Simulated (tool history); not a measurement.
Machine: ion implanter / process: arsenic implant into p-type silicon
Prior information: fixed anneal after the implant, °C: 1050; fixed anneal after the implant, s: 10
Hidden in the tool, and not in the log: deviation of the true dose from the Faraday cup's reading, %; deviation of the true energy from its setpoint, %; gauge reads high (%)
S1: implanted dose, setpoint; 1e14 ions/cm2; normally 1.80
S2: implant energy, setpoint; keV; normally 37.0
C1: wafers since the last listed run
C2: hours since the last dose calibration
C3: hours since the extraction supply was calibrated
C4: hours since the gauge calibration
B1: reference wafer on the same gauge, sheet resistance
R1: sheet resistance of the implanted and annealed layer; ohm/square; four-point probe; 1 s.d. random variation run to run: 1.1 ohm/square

{"run": 1, "hour": 0.0, "S1": 1.57, "S2": 41.0, "C1": 0, "C2": 1208.5, "C3": 6204.7, "C4": 576.9, "B1": 385.94, "R1": 467.82}
{"run": 2, "hour": 16.3, "S1": 1.8, "S2": 37.0, "C1": 347, "C2": 1224.8, "C3": 6221.0, "C4": 593.2, "B1": 386.11, "R1": 432.28}
{"run": 3, "hour": 30.6, "S1": 1.8, "S2": 37.0, "C1": 304, "C2": 1239.1, "C3": 6235.3, "C4": 607.5, "B1": 385.83, "R1": 432.57}
{"run": 4, "hour": 41.8, "S1": 1.8, "S2": 37.0, "C1": 238, "C2": 1250.3, "C3": 6246.5, "C4": 618.7, "B1": 386.16, "R1": 432.12}
{"run": 5, "hour": 91.6, "S1": 1.8, "S2": 37.0, "C1": 1060, "C2": 1300.1, "C3": 6296.3, "C4": 668.5, "B1": 386.14, "R1": 430.92}
{"run": 6, "hour": 102.3, "S1": 1.8, "S2": 37.0, "C1": 227, "C2": 1310.8, "C3": 6307.0, "C4": 679.2, "B1": 386.01, "R1": 433.02}
{"run": 7, "hour": 112.5, "S1": 1.8, "S2": 37.0, "C1": 217, "C2": 1321.0, "C3": 6317.2, "C4": 689.4, "B1": 385.95, "R1": 432.04}
{"run": 8, "hour": 129.5, "S1": 1.8, "S2": 37.0, "C1": 361, "C2": 1338.0, "C3": 6334.2, "C4": 706.4, "B1": 385.9, "R1": 431.13}
{"run": 9, "hour": 138.6, "S1": 1.8, "S2": 37.0, "C1": 193, "C2": 1347.1, "C3": 6343.3, "C4": 715.5, "B1": 386.08, "R1": 430.98}
{"run": 10, "hour": 154.9, "S1": 1.8, "S2": 37.0, "C1": 347, "C2": 1363.4, "C3": 6359.6, "C4": 731.8, "B1": 386.09, "R1": 432.88}
{"run": 11, "hour": 162.6, "S1": 1.8, "S2": 37.0, "C1": 163, "C2": 1371.1, "C3": 6367.3, "C4": 739.5, "B1": 385.94, "R1": 430.29}
{"run": 12, "hour": 175.2, "S1": 1.43, "S2": 37.0, "C1": 268, "C2": 1383.7, "C3": 6379.9, "C4": 752.1, "B1": 385.76, "R1": 506.9}
{"run": 13, "hour": 181.9, "S1": 1.43, "S2": 37.0, "C1": 142, "C2": 1390.4, "C3": 6386.6, "C4": 758.8, "B1": 386.04, "R1": 506.17}
{"run": 14, "hour": 193.1, "S1": 1.43, "S2": 37.0, "C1": 238, "C2": 1401.6, "C3": 6397.8, "C4": 770.0, "B1": 386.01, "R1": 506.7}
{"hour": 203.8, "done": "gauge calibrated"}
{"run": 15, "hour": 209.2, "S1": 1.47, "S2": 37.0, "C1": 342, "C2": 1417.7, "C3": 6413.9, "C4": 5.4, "B1": 385.99, "R1": 499.14}
{"hour": 239.6, "done": "extraction supply calibrated"}
{"run": 16, "hour": 262.9, "S1": 1.47, "S2": 37.0, "C1": 972, "C2": 1471.4, "C3": 23.3, "C4": 59.1, "B1": 385.73, "R1": 498.5}
{"run": 17, "hour": 275.9, "S1": 1.8, "S2": 31.0, "C1": 276, "C2": 1484.4, "C3": 36.3, "C4": 72.1, "B1": 386.18, "R1": 442.53}
{"run": 18, "hour": 291.2, "S1": 2.15, "S2": 41.0, "C1": 325, "C2": 1499.7, "C3": 51.6, "C4": 87.4, "B1": 386.1, "R1": 371.07}
{"run": 19, "hour": 299.5, "S1": 1.94, "S2": 30.5, "C1": 176, "C2": 1508.0, "C3": 59.9, "C4": 95.7, "B1": 385.8, "R1": 419.56}
{"run": 20, "hour": 307.1, "S1": 2.28, "S2": 27.5, "C1": 161, "C2": 1515.6, "C3": 67.5, "C4": 103.3, "B1": 386.05, "R1": 376.06}
{"run": 21, "hour": 314.9, "S1": 1.41, "S2": 43.5, "C1": 166, "C2": 1523.4, "C3": 75.3, "C4": 111.1, "B1": 386.09, "R1": 497.98}
{"run": 22, "hour": 331.4, "S1": 1.8, "S2": 37.0, "C1": 351, "C2": 1539.9, "C3": 91.8, "C4": 127.6, "B1": 386.12, "R1": 429.31}
{"run": 23, "hour": 339.5, "S1": 1.8, "S2": 27.5, "C1": 172, "C2": 1548.0, "C3": 99.9, "C4": 135.7, "B1": 385.82, "R1": 451.51}
{"run": 24, "hour": 356.2, "S1": 1.8, "S2": 37.0, "C1": 355, "C2": 1564.7, "C3": 116.6, "C4": 152.4, "B1": 386.07, "R1": 427.39}
{"run": 25, "hour": 372.8, "S1": 1.56, "S2": 48.0, "C1": 353, "C2": 1581.3, "C3": 133.2, "C4": 169.0, "B1": 386.09, "R1": 454.95}
{"hour": 383.6, "done": "Faraday cup replaced and dose calibrated"}
{"run": 26, "hour": 387.1, "S1": 1.59, "S2": 33.0, "C1": 134, "C2": 3.5, "C3": 147.5, "C4": 183.3, "B1": 386.04, "R1": 494.86}
{"run": 27, "hour": 398.5, "S1": 2.31, "S2": 44.5, "C1": 242, "C2": 14.9, "C3": 158.9, "C4": 194.7, "B1": 385.85, "R1": 359.69}
{"run": 28, "hour": 409.5, "S1": 1.98, "S2": 49.5, "C1": 234, "C2": 25.9, "C3": 169.9, "C4": 205.7, "B1": 385.93, "R1": 394.75}
{"run": 29, "hour": 424.8, "S1": 1.51, "S2": 37.0, "C1": 325, "C2": 41.2, "C3": 185.2, "C4": 221.0, "B1": 386.03, "R1": 502.0}
{"run": 30, "hour": 437.2, "S1": 2.32, "S2": 26.0, "C1": 263, "C2": 53.6, "C3": 197.6, "C4": 233.4, "B1": 386.09, "R1": 386.78}
{"run": 31, "hour": 453.7, "S1": 1.42, "S2": 37.0, "C1": 351, "C2": 70.1, "C3": 214.1, "C4": 249.9, "B1": 386.09, "R1": 523.22}
{"run": 32, "hour": 466.0, "S1": 1.8, "S2": 37.0, "C1": 261, "C2": 82.4, "C3": 226.4, "C4": 262.2, "B1": 386.01, "R1": 442.32}
{"run": 33, "hour": 483.1, "S1": 1.58, "S2": 30.5, "C1": 364, "C2": 99.5, "C3": 243.5, "C4": 279.3, "B1": 386.05, "R1": 500.78}
{"run": 34, "hour": 500.6, "S1": 2.27, "S2": 44.5, "C1": 372, "C2": 117.0, "C3": 261.0, "C4": 296.8, "B1": 385.94, "R1": 363.62}
{"run": 35, "hour": 510.4, "S1": 1.66, "S2": 46.0, "C1": 208, "C2": 126.8, "C3": 270.8, "C4": 306.6, "B1": 386.06, "R1": 452.34}
{"run": 36, "hour": 519.4, "S1": 1.8, "S2": 30.5, "C1": 191, "C2": 135.8, "C3": 279.8, "C4": 315.6, "B1": 385.88, "R1": 454.32}
{"run": 37, "hour": 547.4, "S1": 2.1, "S2": 43.0, "C1": 596, "C2": 163.8, "C3": 307.8, "C4": 343.6, "B1": 386.05, "R1": 385.04}
{"run": 38, "hour": 560.0, "S1": 2.14, "S2": 37.0, "C1": 268, "C2": 176.4, "C3": 320.4, "C4": 356.2, "B1": 386.11, "R1": 388.91}

3 ways to go on from here, each from the tool as it stands after run 38. What would each give?
{"run": "A", "hour": 560.4, "S1": 1.8, "S2": 37.0, "C1": 8, "C2": 176.8, "C3": 320.8, "C4": 356.6, "B1": "?", "R1": "?"}
{"run": "B", "hour": 560.4, "S1": 2.08, "S2": 31.5, "C1": 8, "C2": 176.8, "C3": 320.8, "C4": 356.6, "B1": "?", "R1": "?"}
{"run": "C", "hour": 560.4, "S1": 2.22, "S2": 31.0, "C1": 8, "C2": 176.8, "C3": 320.8, "C4": 356.6, "B1": "?", "R1": "?"}

run=A B1=386.17 R1=443.11
run=B B1=386.17 R1=409.03
run=C B1=386.17 R1=390.77
Without the tool's hidden state the same runs would have given:
run=A R1=445.50
run=B R1=411.28
run=C R1=392.94

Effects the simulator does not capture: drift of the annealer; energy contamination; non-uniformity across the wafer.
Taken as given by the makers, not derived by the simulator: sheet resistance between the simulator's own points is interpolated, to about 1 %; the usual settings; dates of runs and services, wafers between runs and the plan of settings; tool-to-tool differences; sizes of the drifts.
